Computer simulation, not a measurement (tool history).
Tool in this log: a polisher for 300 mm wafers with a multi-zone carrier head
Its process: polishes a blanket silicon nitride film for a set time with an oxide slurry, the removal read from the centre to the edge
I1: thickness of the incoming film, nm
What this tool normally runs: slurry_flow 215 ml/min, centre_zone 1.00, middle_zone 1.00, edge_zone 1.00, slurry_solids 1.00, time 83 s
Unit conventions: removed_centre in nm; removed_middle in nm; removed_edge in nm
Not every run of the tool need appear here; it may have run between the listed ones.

Run 1, day 0.000: usual settings but centre_zone 0.91, edge_zone 0.97; I1 417.3. Result: removed_centre 33.5 nm, removed_middle 36.8 nm, removed_edge 37.3 nm.
Run 2, day 7.192: usual settings but centre_zone 0.97, middle_zone 0.93, time 96 s; I1 422.0. Result: removed_centre 42.4 nm, removed_middle 40.9 nm, removed_edge 42.8 nm.
Run 3, day 10.067: usual settings but edge_zone 0.94, slurry_solids 0.80; I1 419.3. Result: removed_centre 32.6 nm, removed_middle 32.2 nm, removed_edge 32.1 nm.
Run 4, day 11.896: usual settings; I1 420.9. Result: removed_centre 36.5 nm, removed_middle 37.8 nm, removed_edge 37.6 nm.
Run 5, day 15.917: usual settings but centre_zone 0.92, slurry_solids 0.80, time 57 s; I1 413.5. Result: removed_centre 20.4 nm, removed_middle 22.3 nm, removed_edge 22.2 nm.
Run 6, day 20.212: usual settings but slurry_flow 245 ml/min, middle_zone 0.94; I1 414.3. Result: removed_centre 37.0 nm, removed_middle 35.5 nm, removed_edge 37.2 nm.
Run 7, day 23.283: usual settings but centre_zone 1.10, time 69 s; I1 426.5. Result: removed_centre 35.1 nm, removed_middle 31.9 nm, removed_edge 32.8 nm.
Run 8, day 26.838: usual settings but centre_zone 1.09, middle_zone 0.94; I1 421.8. Result: removed_centre 40.0 nm, removed_middle 35.6 nm, removed_edge 38.2 nm.
Run 9, day 28.950: usual settings but edge_zone 0.94, slurry_solids 0.80; I1 423.7. Result: removed_centre 33.0 nm, removed_middle 32.9 nm, removed_edge 32.4 nm.
Run 10, day 33.204: usual settings; I1 412.5. Result: removed_centre 37.9 nm, removed_middle 37.7 nm, removed_edge 37.9 nm.
Run 11, day 37.979: usual settings but centre_zone 1.06; I1 421.3. Result: removed_centre 39.2 nm, removed_middle 36.8 nm, removed_edge 37.4 nm.
Run 12, day 39.883: usual settings; I1 422.6. Result: removed_centre 36.9 nm, removed_middle 36.6 nm, removed_edge 36.9 nm.
Run 13, day 44.004: usual settings but edge_zone 1.10, slurry_solids 0.90; I1 423.7. Result: removed_centre 34.4 nm, removed_middle 34.4 nm, removed_edge 36.3 nm.
Run 14, day 46.858: usual settings but middle_zone 0.91, time 67 s; I1 422.1. Result: removed_centre 29.0 nm, removed_middle 27.3 nm, removed_edge 29.9 nm.
Run 15, day 48.992: usual settings but slurry_flow 150 ml/min; I1 417.2. Result: removed_centre 33.9 nm, removed_middle 34.8 nm, removed_edge 34.6 nm.
Run 16, day 51.346: usual settings but centre_zone 1.06, edge_zone 1.07, slurry_solids 0.85, time 71 s; I1 425.4. Result: removed_centre 32.2 nm, removed_middle 30.3 nm, removed_edge 31.1 nm.
Run 17, day 53.729: usual settings but centre_zone 1.06, middle_zone 1.06, time 109 s; I1 419.6. Result: removed_centre 53.2 nm, removed_middle 52.7 nm, removed_edge 50.9 nm.
Run 18, day 56.133: usual settings but middle_zone 1.09, time 101 s; I1 416.3. Result: removed_centre 45.0 nm, removed_middle 48.6 nm, removed_edge 45.2 nm.
Run 19, day 59.933: usual settings; I1 423.4. Result: removed_centre 37.5 nm, removed_middle 38.0 nm, removed_edge 37.5 nm.
Run 20, day 61.583: usual settings; I1 417.8. Result: removed_centre 38.2 nm, removed_middle 37.1 nm, removed_edge 37.2 nm.
Run 21, day 64.796: usual settings; I1 411.9. Result: removed_centre 37.6 nm, removed_middle 37.6 nm, removed_edge 37.5 nm.

Not shown here: 9 entries made in the log between runs. Locate each between two listed runs and compare the hidden state at the listed run before it with the hidden state at the listed run after it:
In the gap between runs 1 and 2: slurry nozzle cleaned (day 4.496)
  removal rate lost through wear of the pad, %: 4.64 -> 6.69; slurry flow missing at the pad, %: 21.3 -> 1.23
  difference, measured minus the result without the unlogged condition, removed_centre: -2.9 -> -3.1 nm; removed_middle: -3.1 -> -3.0 nm; removed_edge: -2.7 -> -3.2 nm
In the gap between runs 4 and 5: centre zone pressure recalibrated (day 11.979)
  removal rate lost through wear of the pad, %: 7.35 -> 7.68; slurry flow missing at the pad, %: 2.65 -> 4.91
  difference, measured minus the result without the unlogged condition, removed_centre: -3.0 -> -1.8 nm; removed_middle: -3.1 -> -2.1 nm; removed_edge: -3.1 -> -2.0 nm
In the gap between runs 5 and 6: edge zone pressure recalibrated (day 18.467)
  removal rate lost through wear of the pad, %: 7.68 -> 7.89; slurry flow missing at the pad, %: 4.91 -> 8.4
  difference, measured minus the result without the unlogged condition, removed_centre: -1.8 -> -3.6 nm; removed_middle: -2.1 -> -3.5 nm; removed_edge: -2.0 -> -3.5 nm
In the gap between runs 6 and 7: worn pad replaced by a new one (day 21.346)
  removal rate lost through wear of the pad, %: 7.89 -> 2.21; slurry flow missing at the pad, %: 8.4 -> 11.6
  difference, measured minus the result without the unlogged condition, removed_centre: -3.6 -> -1.4 nm; removed_middle: -3.5 -> -1.2 nm; removed_edge: -3.5 -> -1.1 nm
In the gap between runs 8 and 9: slurry nozzle cleaned (day 28.575)
  removal rate lost through wear of the pad, %: 4.41 -> 5.34; slurry flow missing at the pad, %: 15.9 -> 0.00872
  difference, measured minus the result without the unlogged condition, removed_centre: -3.0 -> -1.8 nm; removed_middle: -2.5 -> -1.9 nm; removed_edge: -2.5 -> -1.8 nm
In the gap between runs 9 and 10: carrier head's membrane replaced by a new one (day 32.438)
  removal rate lost through wear of the pad, %: 5.34 -> 6.63; slurry flow missing at the pad, %: 0.00872 -> 0.645
  difference, measured minus the result without the unlogged condition, removed_centre: -1.8 -> -2.7 nm; removed_middle: -1.9 -> -2.7 nm; removed_edge: -1.8 -> -2.8 nm
In the gap between runs 15 and 16: worn pad replaced by a new one (day 50.296)
  removal rate lost through wear of the pad, %: 8.31 -> 1.13; slurry flow missing at the pad, %: 12.5 -> 15.5
  difference, measured minus the result without the unlogged condition, removed_centre: -4.1 -> -1.1 nm; removed_middle: -4.0 -> -1.0 nm; removed_edge: -3.8 -> -0.9 nm
In the gap between runs 16 and 17: edge zone pressure recalibrated (day 53.346)
  removal rate lost through wear of the pad, %: 1.13 -> 2.88; slurry flow missing at the pad, %: 15.5 -> 18.9
  difference, measured minus the result without the unlogged condition, removed_centre: -1.1 -> -3.3 nm; removed_middle: -1.0 -> -3.1 nm; removed_edge: -0.9 -> -2.6 nm
In the gap between runs 18 and 19: slurry nozzle cleaned (day 59.129)
  removal rate lost through wear of the pad, %: 4.21 -> 5.67; slurry flow missing at the pad, %: 22.7 -> 1.1
  difference, measured minus the result without the unlogged condition, removed_centre: -3.8 -> -2.3 nm; removed_middle: -3.9 -> -2.3 nm; removed_edge: -3.2 -> -2.3 nm
